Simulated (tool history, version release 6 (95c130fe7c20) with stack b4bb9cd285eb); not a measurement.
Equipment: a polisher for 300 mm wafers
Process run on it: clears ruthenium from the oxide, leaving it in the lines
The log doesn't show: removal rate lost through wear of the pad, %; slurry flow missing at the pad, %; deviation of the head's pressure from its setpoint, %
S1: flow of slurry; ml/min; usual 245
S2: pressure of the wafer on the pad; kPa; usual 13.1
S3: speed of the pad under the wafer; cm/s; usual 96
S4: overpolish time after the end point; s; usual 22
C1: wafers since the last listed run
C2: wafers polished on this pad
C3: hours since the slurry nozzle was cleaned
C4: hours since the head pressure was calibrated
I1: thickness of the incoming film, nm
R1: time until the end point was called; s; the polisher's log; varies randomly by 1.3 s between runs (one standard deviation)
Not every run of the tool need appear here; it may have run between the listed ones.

run 1 hour=0 | S1=245 S2=16.5 S3=96 S4=22 | C1=0 C2=460 C3=71.2 C4=111.9 | I1=99.9 | R1=88.4
run 2 hour=6.3 | S1=245 S2=16.5 S3=96 S4=22 | C1=48 C2=509 C3=77.5 C4=118.2 | I1=100 | R1=89.2
run 3 hour=22.9 | S1=245 S2=13.1 S3=96 S4=22 | C1=128 C2=637 C3=94.1 C4=134.8 | I1=100 | R1=108.4
run 4 hour=35.4 | S1=245 S2=13.1 S3=106 S4=22 | C1=96 C2=734 C3=106.6 C4=147.3 | I1=100.9 | R1=101
-- hour=54.1 worn pad replaced by a new one
run 5 hour=66.5 | S1=245 S2=13.1 S3=106 S4=22 | C1=209 C2=95 C3=137.7 C4=178.4 | I1=100.8 | R1=94.7
run 6 hour=79 | S1=245 S2=13.1 S3=106 S4=22 | C1=96 C2=192 C3=150.2 C4=190.9 | I1=100.6 | R1=93.8
run 7 hour=94.1 | S1=245 S2=13.1 S3=96 S4=22 | C1=116 C2=309 C3=165.3 C4=206 | I1=101.3 | R1=105
run 8 hour=102.6 | S1=245 S2=13.1 S3=96 S4=22 | C1=65 C2=375 C3=173.8 C4=214.5 | I1=101.2 | R1=104.8
run 9 hour=118.9 | S1=245 S2=13.1 S3=96 S4=22 | C1=126 C2=501 C3=190.1 C4=230.8 | I1=100.8 | R1=107.3
run 10 hour=131.9 | S1=245 S2=13.1 S3=96 S4=22 | C1=100 C2=601 C3=203.1 C4=243.8 | I1=99 | R1=104
run 11 hour=141.1 | S1=270 S2=13.1 S3=96 S4=22 | C1=71 C2=672 C3=212.3 C4=253 | I1=99.9 | R1=107.7
run 12 hour=153.3 | S1=270 S2=13.1 S3=96 S4=22 | C1=94 C2=767 C3=224.5 C4=265.2 | I1=100.2 | R1=114.3
-- hour=163 worn pad replaced by a new one
run 13 hour=170.5 | S1=245 S2=13.1 S3=96 S4=22 | C1=102 C2=57 C3=241.7 C4=282.4 | I1=100.3 | R1=102.8
run 14 hour=179.9 | S1=245 S2=13.1 S3=96 S4=13 | C1=72 C2=130 C3=251.1 C4=291.8 | I1=99 | R1=101.9
-- hour=188.2 head pressure recalibrated
run 15 hour=191.9 | S1=245 S2=13.1 S3=96 S4=22 | C1=77 C2=207 C3=263.1 C4=3.7 | I1=98.4 | R1=99.2
run 16 hour=199.3 | S1=245 S2=13.1 S3=96 S4=22 | C1=57 C2=265 C3=270.5 C4=11.1 | I1=100.5 | R1=103.7
run 17 hour=212 | S1=245 S2=13.1 S3=96 S4=22 | C1=98 C2=363 C3=283.2 C4=23.8 | I1=101.7 | R1=107
run 18 hour=228.3 | S1=280 S2=13.1 S3=108 S4=22 | C1=126 C2=489 C3=299.5 C4=40.1 | I1=99.9 | R1=93.2
run 19 hour=234.5 | S1=245 S2=13.1 S3=96 S4=22 | C1=47 C2=537 C3=305.7 C4=46.3 | I1=100.1 | R1=105.7
run 20 hour=244.3 | S1=245 S2=13.1 S3=96 S4=22 | C1=75 C2=612 C3=315.5 C4=56.1 | I1=101.2 | R1=110
run 21 hour=250.8 | S1=245 S2=13.1 S3=96 S4=22 | C1=50 C2=663 C3=322 C4=62.6 | I1=99.3 | R1=109.8
-- hour=266.7 slurry nozzle cleaned
-- hour=275 worn pad replaced by a new one
run 22 hour=297.3 | S1=245 S2=13.1 S3=96 S4=22 | C1=320 C2=172 C3=30.6 C4=109.1 | I1=100.5 | R1=107.1
run 23 hour=305.8 | S1=310 S2=13.1 S3=96 S4=26 | C1=65 C2=237 C3=39.1 C4=117.6 | I1=99.2 | R1=99.3
run 24 hour=314.8 | S1=245 S2=13.1 S3=96 S4=22 | C1=69 C2=307 C3=48.1 C4=126.6 | I1=99.4 | R1=102.7
run 25 hour=327.5 | S1=245 S2=13.1 S3=96 S4=18 | C1=98 C2=405 C3=60.8 C4=139.3 | I1=101.3 | R1=104.4
run 26 hour=343.3 | S1=245 S2=13.1 S3=114 S4=22 | C1=122 C2=527 C3=76.6 C4=155.1 | I1=99.2 | R1=86.9
run 27 hour=357 | S1=245 S2=13.1 S3=96 S4=22 | C1=105 C2=633 C3=90.3 C4=168.8 | I1=100.6 | R1=109.7
run 28 hour=374.7 | S1=285 S2=13.1 S3=96 S4=17 | C1=136 C2=770 C3=108 C4=186.5 | I1=100.4 | R1=110.9
-- hour=392.1 worn pad replaced by a new one
run 29 hour=392.6 | S1=245 S2=13.1 S3=96 S4=16 | C1=107 C2=3 C3=125.9 C4=204.4 | I1=99.1 | R1=101.8
run 30 hour=405.2 | S1=280 S2=9 S3=96 S4=22 | C1=97 C2=101 C3=138.5 C4=217 | I1=98.8 | R1=137.8
run 31 hour=418.5 | S1=330 S2=11.7 S3=72 S4=34 | C1=102 C2=204 C3=151.8 C4=230.3 | I1=98.9 | R1=146.9
run 32 hour=433.9 | S1=245 S2=10.3 S3=128 S4=22 | C1=119 C2=323 C3=167.2 C4=245.7 | I1=99.3 | R1=94.1
run 33 hour=444.3 | S1=245 S2=13.1 S3=96 S4=22 | C1=80 C2=403 C3=177.6 C4=256.1 | I1=100.6 | R1=106.7
run 34 hour=494.8 | S1=280 S2=13.1 S3=96 S4=33 | C1=390 C2=794 C3=228.1 C4=306.6 | I1=101.6 | R1=112.6
-- hour=503.9 worn pad replaced by a new one
run 35 hour=510.6 | S1=245 S2=17.2 S3=96 S4=27 | C1=91 C2=51 C3=243.9 C4=322.4 | I1=99.5 | R1=79.8
-- hour=516.7 head pressure recalibrated
run 36 hour=522.8 | S1=245 S2=13.1 S3=96 S4=22 | C1=78 C2=130 C3=256.1 C4=6.1 | I1=101.4 | R1=105.6

Measured less the same run without the tool's hidden state. The same run-to-run variation is in both; the gauge's scatter may not be:
run=1 R1=+4.1
run=2 R1=+4.8
run=3 R1=+8.1
run=4 R1=+9.5
run=5 R1=+0.2
run=6 R1=+0.5
run=7 R1=+1.6
run=8 R1=+2.2
run=9 R1=+4
run=10 R1=+5.5
run=11 R1=+7.2
run=12 R1=+9.9
run=13 R1=+0.1
run=14 R1=+0.3
run=15 R1=+0.8
run=16 R1=+1.2
run=17 R1=+2.3
run=18 R1=+3.5
run=19 R1=+4.7
run=20 R1=+6.4
run=21 R1=+7.4
run=22 R1=+1.4
run=23 R1=+1.6
run=24 R1=+2.3
run=25 R1=+3.4
run=26 R1=+4.2
run=27 R1=+7.3
run=28 R1=+10.6
run=29 R1=+0.6
run=30 R1=+1
run=31 R1=+1.7
run=32 R1=+1.9
run=33 R1=+3.1
run=34 R1=+11
run=35 R1=+1.1
run=36 R1=+1.8

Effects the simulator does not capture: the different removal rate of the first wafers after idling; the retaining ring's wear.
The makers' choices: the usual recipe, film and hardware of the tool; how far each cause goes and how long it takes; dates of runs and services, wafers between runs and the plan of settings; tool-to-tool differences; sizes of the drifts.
